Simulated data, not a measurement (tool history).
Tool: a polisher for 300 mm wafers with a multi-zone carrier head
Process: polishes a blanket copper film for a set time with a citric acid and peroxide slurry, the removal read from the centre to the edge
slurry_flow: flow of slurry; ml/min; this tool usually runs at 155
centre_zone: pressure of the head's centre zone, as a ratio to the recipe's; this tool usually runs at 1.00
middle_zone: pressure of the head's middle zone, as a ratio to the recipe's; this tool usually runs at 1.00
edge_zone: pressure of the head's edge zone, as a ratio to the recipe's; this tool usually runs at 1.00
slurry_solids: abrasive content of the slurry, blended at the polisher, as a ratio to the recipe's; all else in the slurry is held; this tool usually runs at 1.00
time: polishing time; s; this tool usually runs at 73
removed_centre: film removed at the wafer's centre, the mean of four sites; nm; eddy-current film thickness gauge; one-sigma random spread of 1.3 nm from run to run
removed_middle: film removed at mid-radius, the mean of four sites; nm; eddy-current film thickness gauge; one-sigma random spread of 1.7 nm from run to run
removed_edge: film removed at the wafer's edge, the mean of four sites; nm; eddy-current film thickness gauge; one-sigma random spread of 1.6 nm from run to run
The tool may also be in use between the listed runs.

run	hour	slurry_flow	centre_zone	middle_zone	edge_zone	slurry_solids	time	incoming thickness of the incoming film, nm	removed_centre	removed_middle	removed_edge
1	0.0	130	1.00	0.91	1.04	1.00	73	1008.9	157.9	147.1	163.1
2	40.3	155	0.97	1.09	1.00	1.00	63	998.5	139.0	154.1	140.1
3	69.9	155	1.00	1.00	1.00	1.00	73	984.8	167.0	163.1	162.6
4	106.8	170	1.00	1.00	1.00	1.15	73	985.3	170.0	167.8	168.1
# hour 152.0: worn pad replaced by a new one
5	178.4	155	1.07	1.08	1.06	1.00	73	1002.6	178.1	178.4	167.4
6	241.7	155	1.00	1.00	1.00	1.00	73	979.8	164.9	167.9	161.9
7	270.9	155	1.00	1.00	1.00	1.00	73	999.2	166.4	163.5	163.7
# hour 293.9: carrier head's membrane replaced by a new one
8	329.3	155	1.00	1.00	1.00	1.00	73	1007.1	167.4	164.3	163.0
9	392.9	155	1.00	1.00	1.00	1.00	73	983.8	167.0	169.0	162.0
10	434.2	185	1.00	1.00	1.03	1.25	55	988.2	132.5	133.7	132.8
11	471.8	155	1.00	1.07	1.00	1.00	73	990.3	166.6	174.0	164.6
# hour 486.5: edge zone pressure recalibrated
12	531.6	155	1.00	1.00	1.00	1.00	73	983.4	165.6	166.2	162.3
# hour 547.7: worn pad replaced by a new one
# hour 580.9: slurry nozzle cleaned
13	600.0	155	1.00	1.00	1.00	1.00	91	1010.7	204.0	209.6	204.0
14	642.1	155	1.00	1.00	1.00	1.00	73	985.6	165.7	166.4	162.6
# hour 707.9: centre zone pressure recalibrated
15	708.4	155	1.06	0.90	1.00	1.00	73	990.4	176.4	152.5	162.9
# hour 745.4: carrier head's membrane replaced by a new one
16	761.8	175	1.11	0.94	1.00	0.85	73	974.3	184.1	160.7	161.7
17	866.0	180	0.96	0.96	1.00	1.25	73	985.5	171.4	172.0	171.6
18	926.2	155	0.89	1.00	1.00	1.00	73	979.6	147.7	165.6	160.9
# hour 950.4: worn pad replaced by a new one
19	983.9	120	1.00	1.00	1.00	1.30	73	993.8	161.2	161.6	161.0
# hour 1026.1: edge zone pressure recalibrated
20	1052.8	155	1.00	1.00	1.00	1.00	73	981.2	166.6	166.9	162.8

Branching from run 20: 5 alternative next runs. What would each branch give?
A	1053.3	155	1.00	1.00	1.00	1.20	73	995.5	?	?	?
B	1053.3	105	1.06	1.00	1.00	0.75	92	995.5	?	?	?
C	1053.3	155	1.00	1.00	1.00	1.00	94	995.5	?	?	?
D	1053.3	180	1.00	0.97	1.00	0.90	73	995.5	?	?	?
E	1053.3	155	1.00	1.00	0.93	1.00	73	995.5	?	?	?

run	removed_centre	removed_middle	removed_edge
A	168.4	171.7	169.3
B	189.8	184.9	188.0
C	211.8	216.0	213.0
D	167.6	166.2	166.8
E	164.5	167.8	162.4
Take away the tool's hidden state, keep each run's random variation, and the runs would have read:
run	removed_centre	removed_middle	removed_edge
A	168.4	171.7	169.3
B	189.8	184.9	188.0
C	211.8	216.0	213.0
D	167.6	166.2	166.8
E	164.5	167.8	162.4
